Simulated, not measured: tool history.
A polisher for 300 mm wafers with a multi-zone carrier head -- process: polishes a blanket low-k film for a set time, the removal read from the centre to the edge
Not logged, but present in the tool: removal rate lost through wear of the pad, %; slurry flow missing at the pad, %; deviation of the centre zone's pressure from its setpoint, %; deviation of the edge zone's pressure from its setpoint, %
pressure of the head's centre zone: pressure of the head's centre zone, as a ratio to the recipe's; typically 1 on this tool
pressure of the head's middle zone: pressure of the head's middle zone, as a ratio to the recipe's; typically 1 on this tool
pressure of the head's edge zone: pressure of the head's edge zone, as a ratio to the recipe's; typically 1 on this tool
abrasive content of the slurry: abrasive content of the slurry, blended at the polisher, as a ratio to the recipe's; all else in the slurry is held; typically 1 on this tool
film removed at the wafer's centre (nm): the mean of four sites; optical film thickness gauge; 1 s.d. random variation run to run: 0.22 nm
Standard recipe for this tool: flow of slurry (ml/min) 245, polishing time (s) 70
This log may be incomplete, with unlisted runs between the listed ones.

run   hour  flow of slurry (ml/min)  pressure of the head's centre zone  pressure of the head's middle zone  pressure of the head's edge zone  abrasive content of the slurry  polishing time (s)  wafers since the last listed run  wafers polished on this pad  hours since the slurry nozzle was cleaned  hours since the centre zone pressure was calibrated  hours since the edge zone pressure was calibrated  hours since the carrier head's membrane was replaced  incoming thickness of the incoming film, nm  film removed at the wafer's centre (nm)
  1      0                      245                                0.92                                   1                              1.04                               1                  70                                 0                          111                                      294.6                                                 59.4                                             1313.3                                                1467.7                                        423.1                                     25.7
  2     19                      245                                0.92                                   1                              1.04                               1                  70                               246                          357                                      313.6                                                 78.4                                             1332.3                                                1486.7                                          424                                       26
  3   49.6                      245                                   1                                   1                                 1                               1                  70                               396                          754                                      344.2                                                  109                                             1362.9                                                1517.3                                        430.5                                       28
  4   64.9                      245                                   1                                   1                                 1                               1                  70                               198                          952                                      359.5                                                124.3                                             1378.2                                                1532.6                                        431.7                                     28.1
  5   83.6                      245                                   1                                   1                                 1                               1                  70                               242                         1194                                      378.2                                                  143                                             1396.9                                                1551.3                                        424.6                                       28
      94.1  -- worn pad replaced by a new one
  6    109                      245                                   1                                   1                                 1                               1                  70                               277                          193                                      403.6                                                168.4                                             1422.3                                                1576.7                                        435.5                                     28.3
  7  141.2                      245                                   1                                   1                                 1                               1                  70                               417                          611                                      435.8                                                200.6                                             1454.5                                                1608.9                                        434.8                                     27.9
     151.5  -- carrier head's membrane replaced by a new one
  8  154.4                      245                                   1                                   1                                 1                               1                  70                               106                          717                                        449                                                213.8                                             1467.7                                                   2.9                                        428.1                                       28
  9  186.7                      245                                   1                                   1                                 1                               1                  70                               418                         1136                                      481.3                                                246.1                                               1500                                                  35.2                                        437.6                                     28.2
     191.9  -- worn pad replaced by a new one
     192.8  -- edge zone pressure recalibrated
 10  259.9                      245                                   1                                   1                                 1                               1                  70                               885                          869                                      554.5                                                319.3                                               67.1                                                 108.4                                        421.5                                     28.4
     293.5  -- worn pad replaced by a new one
 11    294                      245                                   1                                   1                                 1                               1                  70                               390                            6                                      588.6                                                353.4                                              101.2                                                 142.5                                          436                                     27.7
 12  303.1                      245                                0.91                                1.04                              0.89                               1                  70                               117                          124                                      597.7                                                362.5                                              110.3                                                 151.6                                        428.2                                     25.4
 13  315.2                      245                                1.04                                   1                                 1                               1                  70                               156                          280                                      609.8                                                374.6                                              122.4                                                 163.7                                        425.5                                     29.2
     337.7  -- slurry nozzle cleaned
 14  343.4                      245                                   1                                   1                                 1                               1                  70                               352                          633                                        5.7                                                402.8                                              150.6                                                 191.9                                        433.7                                     28.4
     369.6  -- centre zone pressure recalibrated
     373.8  -- worn pad replaced by a new one
 15    378                      315                                   1                                   1                                 1                            0.85                  70                               370                           55                                       40.3                                                  8.4                                              185.2                                                 226.5                                          430                                     27.3

Run 16 comes next. What will it give?
 16  409.1                      190                                0.97                                1.06                               0.9                               1                  70                               403                          458                                       71.4                                                 39.5                                              216.3                                                 257.6                                        429.7                                        ?

film removed at the wafer's centre (nm): 26.1
On a tool with no hidden condition, and with the same random variation, this run would have come out at film removed at the wafer's centre (nm) 26.1.
